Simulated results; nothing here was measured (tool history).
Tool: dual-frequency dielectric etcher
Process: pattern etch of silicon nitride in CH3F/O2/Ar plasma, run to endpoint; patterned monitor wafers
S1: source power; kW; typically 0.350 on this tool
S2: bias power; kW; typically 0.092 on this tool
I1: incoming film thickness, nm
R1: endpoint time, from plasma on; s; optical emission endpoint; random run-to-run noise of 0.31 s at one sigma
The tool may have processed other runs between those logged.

run,hour,S1,S2,I1,R1
1,0.0,0.350,0.092,49.9,68.6
2,87.4,0.350,0.081,49.6,70.3
3,146.7,0.410,0.092,50.4,63.5
4,203.2,0.410,0.092,49.6,62.3
5,267.0,0.350,0.092,49.3,68.0
# hour 326.9: wet clean of the chamber
6,355.0,0.350,0.092,50.1,69.2
7,428.7,0.350,0.092,50.1,69.2
8,467.4,0.420,0.092,50.0,62.4
9,631.4,0.420,0.092,49.6,61.1
10,720.5,0.420,0.098,50.1,60.8
11,768.6,0.420,0.098,49.8,60.9
12,862.6,0.400,0.092,50.1,63.5
# hour 938.3: upper electrode replaced
# hour 948.4: wet clean of the chamber
13,948.9,0.350,0.092,50.4,69.0
14,983.6,0.350,0.092,50.6,69.3
15,1087.6,0.350,0.092,50.4,69.2
16,1240.8,0.350,0.099,50.6,67.8
17,1312.6,0.350,0.092,49.6,67.4
18,1400.8,0.320,0.092,49.9,71.7
# hour 1457.3: wet clean of the chamber
19,1506.3,0.350,0.092,49.9,67.7
20,1594.3,0.350,0.113,50.3,64.4
21,1673.4,0.400,0.074,50.4,66.4
22,1755.9,0.350,0.092,49.8,67.6
# hour 1763.4: bias power generator calibrated
# hour 1812.0: source power generator calibrated
23,1825.7,0.350,0.114,49.6,65.3
24,1926.0,0.260,0.083,50.5,87.4
25,2017.0,0.270,0.092,49.7,81.5
# hour 2049.3: wet clean of the chamber
26,2120.7,0.300,0.077,50.4,80.4
27,2216.1,0.300,0.071,50.3,82.5
28,2292.3,0.420,0.111,49.8,59.2
29,2373.1,0.310,0.077,50.3,79.4
30,2466.4,0.380,0.092,50.4,66.8
31,2521.3,0.350,0.092,50.3,69.9

What will run 32 give?
32,2582.8,0.440,0.077,50.4,?

Run 32 measured R1 64.3 s.
If the tool had no hidden condition, the same run with the same run-to-run variation would have returned R1 64.5 s.

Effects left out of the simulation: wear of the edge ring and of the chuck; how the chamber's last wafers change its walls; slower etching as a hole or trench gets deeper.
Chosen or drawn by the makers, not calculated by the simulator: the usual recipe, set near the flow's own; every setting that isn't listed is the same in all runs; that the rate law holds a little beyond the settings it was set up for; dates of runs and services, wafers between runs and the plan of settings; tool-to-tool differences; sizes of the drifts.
